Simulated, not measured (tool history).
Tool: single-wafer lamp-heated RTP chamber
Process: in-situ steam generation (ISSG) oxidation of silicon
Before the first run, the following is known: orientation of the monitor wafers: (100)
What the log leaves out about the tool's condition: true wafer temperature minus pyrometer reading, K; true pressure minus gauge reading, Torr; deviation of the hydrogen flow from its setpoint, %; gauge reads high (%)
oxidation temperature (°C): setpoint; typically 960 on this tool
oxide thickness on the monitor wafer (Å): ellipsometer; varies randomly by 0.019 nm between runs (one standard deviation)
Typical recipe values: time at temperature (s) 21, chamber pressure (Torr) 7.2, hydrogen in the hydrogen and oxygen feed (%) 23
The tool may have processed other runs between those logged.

run   hour  oxidation temperature (°C)  time at temperature (s)  chamber pressure (Torr)  hydrogen in the hydrogen and oxygen feed (%)  wafers since the last listed run  wafers since the last pyrometer calibration  hours since the pressure gauge was zeroed  hours since the hydrogen flow controller was replaced  hours since the gauge calibration  read-back reference wafer on the same gauge, thickness  oxide thickness on the monitor wafer (Å)
  1      0                         952                       21                      7.2                                            23                                 0                                         1071                                     1921.5                                                 1658.7                              362.8                                                   5.158                                      49.7
  2     72                         952                       21                      7.2                                            23                               546                                         1617                                     1993.5                                                 1730.7                              434.8                                                   5.146                                     49.64
  3  175.3                         960                       21                      7.2                                            23                               783                                         2401                                     2096.8                                                   1834                              538.1                                                   5.154                                     51.06
  4  235.7                         960                       21                      7.2                                            23                               458                                         2859                                     2157.2                                                 1894.4                              598.5                                                   5.149                                     51.07
  5  304.6                         960                       21                      7.2                                            23                               522                                         3381                                     2226.1                                                 1963.3                              667.4                                                   5.151                                     51.77
  6  353.6                         960                       21                      7.2                                            23                               371                                         3753                                     2275.1                                                 2012.3                              716.4                                                   5.145                                     51.55
     404.5  -- hydrogen flow controller replaced
  7  412.9                         960                       17                      7.2                                            23                               389                                         4142                                     2334.4                                                    8.4                              775.7                                                   5.153                                     47.46
     445.6  -- gauge calibrated
  8    514                         960                       17                      7.2                                            23                               766                                         4909                                     2435.5                                                  109.5                               68.4                                                   5.153                                     47.55
  9  605.2                         960                       21                      7.2                                            26                               691                                         5601                                     2526.7                                                  200.7                              159.6                                                   5.153                                     53.85
     614.5  -- pressure gauge zeroed
 10  642.3                         960                       28                        8                                            23                               220                                         5821                                       27.8                                                  237.8                              196.7                                                    5.15                                      59.4
 11  708.2                         960                       21                      7.2                                            23                               499                                         6321                                       93.7                                                  303.7                              262.6                                                   5.146                                     52.31
     761.6  -- pyrometer window cleaned and pyrometer calibrated
 12  772.4                         951                       21                        8                                            30                               426                                           82                                      157.9                                                  367.9                              326.8                                                   5.153                                     52.68
 13  830.5                         960                       14                      7.2                                            32                               440                                          522                                        216                                                    426                              384.9                                                   5.155                                     47.29
 14  893.9                         960                       15                      6.9                                            30                               480                                         1003                                      279.4                                                  489.4                              448.3                                                   5.146                                      47.7
 15  959.7                         960                       21                      7.2                                            23                               499                                         1502                                      345.2                                                  555.2                              514.1                                                   5.151                                     50.73
 16   1009                         960                       21                      8.4                                            26                               373                                         1876                                      394.5                                                  604.5                              563.4                                                   5.156                                     52.82

Branching from run 16: 4 alternative next runs. What would each branch give?
  A  1009.5                         960                       21                      7.2                                            23                                 3                                         1880                                        395                                                    605                              563.9                                                       ?                                         ?
  B  1009.5                         973                       16                      7.2                                            23                                 3                                         1880                                        395                                                    605                              563.9                                                       ?                                         ?
  C  1009.5                         960                       15                      6.9                                            23                                 3                                         1880                                        395                                                    605                              563.9                                                       ?                                         ?
  D  1009.5                         965                       21                      6.9                                            23                                 3                                         1880                                        395                                                    605                              563.9                                                       ?                                         ?

run  read-back reference wafer on the same gauge, thickness  oxide thickness on the monitor wafer (Å)
  A                                                   5.155                                      51.3
  B                                                   5.155                                     47.78
  C                                                   5.155                                     44.61
  D                                                   5.155                                     52.04
What these runs would have given with no unlogged condition in the tool:
run  oxide thickness on the monitor wafer (Å)
  A                                     50.82
  B                                     47.34
  C                                     44.24
  D                                     51.53
